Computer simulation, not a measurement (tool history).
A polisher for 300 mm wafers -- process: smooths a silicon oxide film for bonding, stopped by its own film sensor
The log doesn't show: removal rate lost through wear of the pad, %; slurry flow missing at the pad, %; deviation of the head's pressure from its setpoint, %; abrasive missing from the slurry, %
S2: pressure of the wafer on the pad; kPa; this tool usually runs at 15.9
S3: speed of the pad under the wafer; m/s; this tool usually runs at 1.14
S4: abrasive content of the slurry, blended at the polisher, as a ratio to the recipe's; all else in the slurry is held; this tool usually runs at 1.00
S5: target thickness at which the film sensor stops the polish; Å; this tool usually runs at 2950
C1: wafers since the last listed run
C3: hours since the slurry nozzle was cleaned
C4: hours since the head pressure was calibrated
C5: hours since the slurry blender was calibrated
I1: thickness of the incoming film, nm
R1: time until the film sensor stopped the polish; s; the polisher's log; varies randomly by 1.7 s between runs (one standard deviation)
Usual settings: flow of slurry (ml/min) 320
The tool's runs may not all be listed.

run 1 hour=0.0 | flow_of_slurry_(ml/min)=320 S2=15.9 S3=1.14 S4=1.00 S5=2950 | C1=0 wafers_polished_on_this_pad=2598 C3=132.3 C4=260.0 C5=167.5 | I1=381.3 | R1=112.1
-- hour=2.1 worn pad replaced by a new one
run 2 hour=37.0 | flow_of_slurry_(ml/min)=320 S2=15.9 S3=1.14 S4=1.00 S5=2950 | C1=306 wafers_polished_on_this_pad=306 C3=169.3 C4=297.0 C5=204.5 | I1=378.2 | R1=96.4
run 3 hour=86.2 | flow_of_slurry_(ml/min)=320 S2=15.9 S3=1.14 S4=1.00 S5=2950 | C1=432 wafers_polished_on_this_pad=739 C3=218.5 C4=346.2 C5=253.7 | I1=382.1 | R1=104.2
run 4 hour=110.3 | flow_of_slurry_(ml/min)=320 S2=15.9 S3=1.14 S4=1.00 S5=2950 | C1=212 wafers_polished_on_this_pad=951 C3=242.6 C4=370.3 C5=277.8 | I1=378.1 | R1=99.2
-- hour=150.0 slurry blender recalibrated
-- hour=157.0 slurry nozzle cleaned
run 5 hour=237.5 | flow_of_slurry_(ml/min)=320 S2=15.9 S3=1.14 S4=1.00 S5=2950 | C1=1092 wafers_polished_on_this_pad=2044 C3=80.5 C4=497.5 C5=87.5 | I1=384.4 | R1=112.2
run 6 hour=293.0 | flow_of_slurry_(ml/min)=320 S2=15.9 S3=1.14 S4=1.00 S5=2950 | C1=488 wafers_polished_on_this_pad=2533 C3=136.0 C4=553.0 C5=143.0 | I1=381.2 | R1=109.5
-- hour=318.3 worn pad replaced by a new one
run 7 hour=343.4 | flow_of_slurry_(ml/min)=320 S2=15.9 S3=1.14 S4=1.00 S5=2950 | C1=408 wafers_polished_on_this_pad=220 C3=186.4 C4=603.4 C5=193.4 | I1=380.8 | R1=98.4
-- hour=446.2 slurry nozzle cleaned
run 8 hour=451.8 | flow_of_slurry_(ml/min)=255 S2=15.9 S3=1.14 S4=1.00 S5=2950 | C1=945 wafers_polished_on_this_pad=1165 C3=5.6 C4=711.8 C5=301.8 | I1=376.8 | R1=95.0
run 9 hour=485.1 | flow_of_slurry_(ml/min)=255 S2=15.9 S3=1.14 S4=1.00 S5=2950 | C1=293 wafers_polished_on_this_pad=1458 C3=38.9 C4=745.1 C5=335.1 | I1=380.2 | R1=100.6
-- hour=487.7 slurry blender recalibrated
run 10 hour=540.1 | flow_of_slurry_(ml/min)=320 S2=15.9 S3=1.14 S4=0.95 S5=2950 | C1=466 wafers_polished_on_this_pad=1925 C3=93.9 C4=800.1 C5=52.4 | I1=375.8 | R1=99.0
run 11 hour=599.3 | flow_of_slurry_(ml/min)=320 S2=15.9 S3=1.14 S4=0.95 S5=2950 | C1=520 wafers_polished_on_this_pad=2446 C3=153.1 C4=859.3 C5=111.6 | I1=386.9 | R1=117.3
-- hour=619.5 worn pad replaced by a new one
run 12 hour=629.4 | flow_of_slurry_(ml/min)=320 S2=15.9 S3=1.14 S4=1.00 S5=2950 | C1=229 wafers_polished_on_this_pad=86 C3=183.2 C4=889.4 C5=141.7 | I1=386.0 | R1=103.7
run 13 hour=687.6 | flow_of_slurry_(ml/min)=320 S2=15.9 S3=1.14 S4=1.00 S5=2950 | C1=512 wafers_polished_on_this_pad=598 C3=241.4 C4=947.6 C5=199.9 | I1=383.9 | R1=98.2
-- hour=773.7 slurry blender recalibrated
-- hour=780.7 slurry nozzle cleaned
run 14 hour=819.8 | flow_of_slurry_(ml/min)=320 S2=15.9 S3=1.14 S4=1.00 S5=2950 | C1=1136 wafers_polished_on_this_pad=1735 C3=39.1 C4=1079.8 C5=46.1 | I1=381.9 | R1=100.2
run 15 hour=858.6 | flow_of_slurry_(ml/min)=370 S2=20.0 S3=1.44 S4=1.00 S5=2950 | C1=341 wafers_polished_on_this_pad=2077 C3=77.9 C4=1118.6 C5=84.9 | I1=384.9 | R1=71.9
run 16 hour=894.0 | flow_of_slurry_(ml/min)=320 S2=13.1 S3=1.14 S4=1.30 S5=2950 | C1=311 wafers_polished_on_this_pad=2388 C3=113.3 C4=1154.0 C5=120.3 | I1=377.8 | R1=103.1
run 17 hour=953.5 | flow_of_slurry_(ml/min)=320 S2=13.1 S3=1.14 S4=1.25 S5=2950 | C1=523 wafers_polished_on_this_pad=2912 C3=172.8 C4=1213.5 C5=179.8 | I1=382.8 | R1=112.4
-- hour=962.2 worn pad replaced by a new one
run 18 hour=982.8 | flow_of_slurry_(ml/min)=320 S2=15.9 S3=1.00 S4=1.00 S5=2950 | C1=222 wafers_polished_on_this_pad=181 C3=202.1 C4=1242.8 C5=209.1 | I1=382.9 | R1=103.7
-- hour=1106.9 slurry blender recalibrated
-- hour=1152.2 slurry nozzle cleaned
-- hour=1166.9 head pressure recalibrated
run 19 hour=1167.5 | flow_of_slurry_(ml/min)=320 S2=15.9 S3=0.76 S4=1.00 S5=3160 | C1=1581 wafers_polished_on_this_pad=1762 C3=15.3 C4=0.6 C5=60.6 | I1=377.5 | R1=98.2
run 20 hour=1197.4 | flow_of_slurry_(ml/min)=320 S2=11.7 S3=1.52 S4=1.00 S5=3080 | C1=263 wafers_polished_on_this_pad=2026 C3=45.2 C4=30.5 C5=90.5 | I1=388.2 | R1=117.6
run 21 hour=1222.5 | flow_of_slurry_(ml/min)=320 S2=15.9 S3=1.14 S4=0.95 S5=2950 | C1=220 wafers_polished_on_this_pad=2246 C3=70.3 C4=55.6 C5=115.6 | I1=376.8 | R1=113.1
-- hour=1272.4 worn pad replaced by a new one
run 22 hour=1289.4 | flow_of_slurry_(ml/min)=320 S2=12.4 S3=1.14 S4=1.00 S5=3250 | C1=553 wafers_polished_on_this_pad=149 C3=137.2 C4=122.5 C5=182.5 | I1=379.5 | R1=85.8
run 23 hour=1358.4 | flow_of_slurry_(ml/min)=320 S2=19.3 S3=1.14 S4=1.00 S5=2950 | C1=607 wafers_polished_on_this_pad=757 C3=206.2 C4=191.5 C5=251.5 | I1=384.1 | R1=86.3
run 24 hour=1396.1 | flow_of_slurry_(ml/min)=415 S2=15.9 S3=1.14 S4=1.20 S5=2950 | C1=331 wafers_polished_on_this_pad=1088 C3=243.9 C4=229.2 C5=289.2 | I1=388.0 | R1=98.9
-- hour=1423.3 slurry blender recalibrated
run 25 hour=1455.9 | flow_of_slurry_(ml/min)=320 S2=15.9 S3=1.14 S4=1.00 S5=2950 | C1=508 wafers_polished_on_this_pad=1597 C3=303.7 C4=289.0 C5=32.6 | I1=383.4 | R1=108.3
-- hour=1465.8 slurry nozzle cleaned
run 26 hour=1491.0 | flow_of_slurry_(ml/min)=320 S2=11.7 S3=1.52 S4=1.00 S5=3080 | C1=300 wafers_polished_on_this_pad=1897 C3=25.2 C4=324.1 C5=67.7 | I1=381.8 | R1=106.9
run 27 hour=1540.5 | flow_of_slurry_(ml/min)=320 S2=14.5 S3=0.76 S4=1.00 S5=3080 | C1=435 wafers_polished_on_this_pad=2333 C3=74.7 C4=373.6 C5=117.2 | I1=376.1 | R1=120.1
run 28 hour=1569.9 | flow_of_slurry_(ml/min)=210 S2=15.9 S3=1.48 S4=1.15 S5=3170 | C1=258 wafers_polished_on_this_pad=2591 C3=104.1 C4=403.0 C5=146.6 | I1=382.0 | R1=67.2
-- hour=1604.4 worn pad replaced by a new one
run 29 hour=1641.3 | flow_of_slurry_(ml/min)=320 S2=15.9 S3=1.14 S4=1.00 S5=2950 | C1=593 wafers_polished_on_this_pad=325 C3=175.5 C4=474.4 C5=218.0 | I1=382.0 | R1=99.9

Consider 3 possible next runs. They are alternatives, not a sequence: every one starts from the tool as it was left by run 29. What does each give?
run A hour=1641.8 | flow_of_slurry_(ml/min)=410 S2=15.9 S3=1.14 S4=1.00 S5=2950 | C1=4 wafers_polished_on_this_pad=329 C3=176.0 C4=474.9 C5=218.5 | I1=373.5 | R1=?
run B hour=1641.8 | flow_of_slurry_(ml/min)=320 S2=15.9 S3=1.14 S4=0.75 S5=2950 | C1=4 wafers_polished_on_this_pad=329 C3=176.0 C4=474.9 C5=218.5 | I1=373.5 | R1=?
run C hour=1641.8 | flow_of_slurry_(ml/min)=420 S2=13.8 S3=1.36 S4=0.90 S5=2950 | C1=4 wafers_polished_on_this_pad=329 C3=176.0 C4=474.9 C5=218.5 | I1=373.5 | R1=?

run=A R1=89.6
run=B R1=114.3
run=C R1=99.5
The same runs, with their run-to-run variation unchanged, on a tool lacking any hidden condition would have given:
run=A R1=93.5
run=B R1=119.3
run=C R1=103.9
